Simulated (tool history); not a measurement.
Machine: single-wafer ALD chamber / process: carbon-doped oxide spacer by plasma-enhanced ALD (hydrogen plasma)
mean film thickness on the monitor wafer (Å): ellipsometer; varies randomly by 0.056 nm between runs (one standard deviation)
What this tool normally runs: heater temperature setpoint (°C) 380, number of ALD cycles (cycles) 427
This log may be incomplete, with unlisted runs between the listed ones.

| run | day | heater temperature setpoint (°C) | number of ALD cycles (cycles) | wafers since the last listed run | hours since the last thermocouple change | hours since the gauge calibration | read-back reference wafer on the same gauge, thickness_nm | mean film thickness on the monitor wafer (Å) |
|---|---|---|---|---|---|---|---|---|
| 1 | 0.000 | 388 | 391 | 0 | 2492.1 | 283.5 | 20.094 | 202.91 |
| 2 | 1.442 | 391 | 481 | 34 | 2526.7 | 318.1 | 20.065 | 248.50 |
| 3 | 2.083 | 390 | 427 | 15 | 2542.1 | 333.5 | 20.056 | 220.89 |
| 4 | 5.417 | 390 | 427 | 79 | 2622.1 | 413.5 | 19.985 | 220.27 |
| 5 | 6.017 | 390 | 427 | 14 | 2636.5 | 427.9 | 19.999 | 220.28 |
| 6 | 7.196 | 380 | 427 | 28 | 2664.8 | 456.2 | 19.952 | 220.90 |
| 7 | 8.579 | 380 | 427 | 32 | 2698.0 | 489.4 | 19.936 | 219.25 |
| 8 | 9.983 | 380 | 389 | 33 | 2731.7 | 523.1 | 19.929 | 200.91 |
| 9 | 11.004 | 380 | 389 | 24 | 2756.2 | 547.6 | 19.916 | 200.64 |
| 10 | 11.758 | 380 | 427 | 17 | 2774.3 | 565.7 | 19.887 | 219.37 |
|  | 12.279 | thermocouple changed; heater temperature recalibrated |
| 11 | 12.829 | 380 | 427 | 17 | 13.2 | 591.4 | 19.876 | 219.61 |
|  | 13.133 | gauge calibrated |
| 12 | 13.750 | 380 | 427 | 21 | 35.3 | 14.8 | 20.346 | 223.90 |
| 13 | 14.621 | 380 | 427 | 20 | 56.2 | 35.7 | 20.314 | 223.73 |
| 14 | 15.438 | 380 | 427 | 19 | 75.8 | 55.3 | 20.295 | 223.64 |
| 15 | 16.888 | 375 | 427 | 34 | 110.6 | 90.1 | 20.273 | 223.76 |
| 16 | 17.862 | 367 | 374 | 23 | 134.0 | 113.5 | 20.259 | 195.10 |
| 17 | 18.658 | 366 | 482 | 18 | 153.1 | 132.6 | 20.239 | 252.60 |
| 18 | 19.379 | 380 | 427 | 17 | 170.4 | 149.9 | 20.235 | 223.17 |
| 19 | 20.192 | 387 | 506 | 19 | 189.9 | 169.4 | 20.216 | 264.28 |
| 20 | 23.512 | 389 | 394 | 79 | 269.6 | 249.1 | 20.175 | 204.45 |
| 21 | 24.108 | 390 | 427 | 14 | 283.9 | 263.4 | 20.163 | 222.91 |
| 22 | 25.050 | 374 | 493 | 22 | 306.5 | 286.0 | 20.148 | 257.00 |
| 23 | 27.229 | 370 | 427 | 51 | 358.8 | 338.3 | 20.106 | 221.94 |
| 24 | 27.783 | 386 | 348 | 13 | 372.1 | 351.6 | 20.089 | 181.15 |
| 25 | 28.588 | 380 | 389 | 19 | 391.4 | 370.9 | 20.069 | 201.89 |
| 26 | 29.488 | 373 | 427 | 21 | 413.0 | 392.5 | 20.057 | 221.57 |
| 27 | 30.325 | 380 | 427 | 19 | 433.1 | 412.6 | 20.032 | 222.39 |

Here are 5 independent what-if runs from the current tool condition. What would each one return?
| A | 30.371 | 380 | 509 | 1 | 434.2 | 413.7 | ? | ? |
| B | 30.371 | 380 | 393 | 1 | 434.2 | 413.7 | ? | ? |
| C | 30.371 | 385 | 349 | 1 | 434.2 | 413.7 | ? | ? |
| D | 30.371 | 375 | 354 | 1 | 434.2 | 413.7 | ? | ? |
| E | 30.371 | 388 | 478 | 1 | 434.2 | 413.7 | ? | ? |

| run | read-back reference wafer on the same gauge, thickness_nm | mean film thickness on the monitor wafer (Å) |
|---|---|---|
| A | 20.046 | 263.33 |
| B | 20.046 | 203.32 |
| C | 20.046 | 180.55 |
| D | 20.046 | 183.14 |
| E | 20.046 | 247.29 |
What these runs would have given with no unlogged condition in the tool:
| run | mean film thickness on the monitor wafer (Å) |
|---|---|
| A | 266.56 |
| B | 205.81 |
| C | 182.77 |
| D | 185.39 |
| E | 250.33 |
